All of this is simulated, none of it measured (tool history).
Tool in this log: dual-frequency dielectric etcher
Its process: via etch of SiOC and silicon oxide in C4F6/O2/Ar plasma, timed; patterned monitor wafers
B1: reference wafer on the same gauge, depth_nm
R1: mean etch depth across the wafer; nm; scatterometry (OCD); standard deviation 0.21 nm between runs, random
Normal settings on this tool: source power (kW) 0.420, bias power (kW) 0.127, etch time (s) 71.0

Run 1, hour 0.0: usual settings; B1 59.0. Result: R1 66.9 nm.
Run 2, hour 12.4: usual settings; B1 59.0. Result: R1 66.5 nm.
Run 3, hour 27.5: usual settings; B1 59.1. Result: R1 66.8 nm.
Run 4, hour 42.2: usual settings but etch time (s) 78.5; B1 59.0. Result: R1 73.5 nm.
Run 5, hour 72.4: usual settings but etch time (s) 78.5; B1 59.0. Result: R1 73.7 nm.
Run 6, hour 93.1: usual settings but etch time (s) 78.5; B1 59.0. Result: R1 74.0 nm.
Run 7, hour 113.9: usual settings; B1 58.9. Result: R1 66.5 nm.
Run 8, hour 137.4: usual settings; B1 59.0. Result: R1 66.1 nm.
Run 9, hour 169.9: usual settings; B1 59.0. Result: R1 66.3 nm.
Run 10, hour 213.6: usual settings; B1 59.0. Result: R1 66.6 nm.
Run 11, hour 232.7: usual settings; B1 59.0. Result: R1 65.7 nm.
Run 12, hour 256.8: usual settings; B1 59.0. Result: R1 65.6 nm.
Run 13, hour 277.2: usual settings; B1 59.0. Result: R1 65.8 nm.
Run 14, hour 296.0: usual settings but source power (kW) 0.360, bias power (kW) 0.144, etch time (s) 62.0; B1 59.0. Result: R1 57.6 nm.
Run 15, hour 322.3: usual settings; B1 59.0. Result: R1 65.5 nm.
Run 16, hour 358.3: usual settings but bias power (kW) 0.103, etch time (s) 88.5; B1 59.0. Result: R1 79.3 nm.
Run 17, hour 391.7: usual settings but source power (kW) 0.500; B1 59.0. Result: R1 70.2 nm.
Run 18, hour 426.5: usual settings but source power (kW) 0.480, etch time (s) 65.0; B1 59.0. Result: R1 63.5 nm.
Run 19, hour 440.7: usual settings but bias power (kW) 0.143, etch time (s) 76.5; B1 59.0. Result: R1 75.1 nm.
Run 20, hour 465.6: usual settings but etch time (s) 89.5; B1 59.0. Result: R1 84.5 nm.
Run 21, hour 481.8: usual settings; B1 59.0. Result: R1 66.7 nm.
Run 22, hour 504.6: usual settings but bias power (kW) 0.142; B1 59.0. Result: R1 69.2 nm.
Run 23, hour 525.6: usual settings but source power (kW) 0.490, bias power (kW) 0.098, etch time (s) 50.5; B1 59.0. Result: R1 46.0 nm.
Run 24, hour 541.5: usual settings but bias power (kW) 0.103; B1 59.0. Result: R1 63.1 nm.
Run 25, hour 557.3: usual settings but source power (kW) 0.490, bias power (kW) 0.144, etch time (s) 61.0; B1 59.0. Result: R1 61.9 nm.
Run 26, hour 575.7: usual settings but source power (kW) 0.380, etch time (s) 85.5; B1 59.0. Result: R1 77.9 nm.

Not shown: 5 entries that the log had between the listed runs. Between which runs, and how does the tool's hidden state differ before and after?
In the gap between runs 15 and 16: gauge calibrated (hour 341.5); wet clean of the chamber (hour 351.9)
  etch rate over this chamber's usual, %: -2.38 -> -0.0379
  what was measured, less what the result would be without the hidden state, R1: -1.6 -> +0.0 nm
In the gap between runs 16 and 17: upper electrode replaced (hour 390.3)
  etch rate over this chamber's usual, %: -0.0379 -> -0.191
  what was measured, less what the result would be without the hidden state, R1: +0.0 -> -0.1 nm
In the gap between runs 17 and 18: source power generator calibrated (hour 423.8)
  etch rate over this chamber's usual, %: -0.191 -> -0.351
  what was measured, less what the result would be without the hidden state, R1: -0.1 -> -0.3 nm
In the gap between runs 18 and 19: bias power generator calibrated (hour 440.4)
  etch rate over this chamber's usual, %: -0.351 -> -0.417
  what was measured, less what the result would be without the hidden state, R1: -0.3 -> -0.4 nm
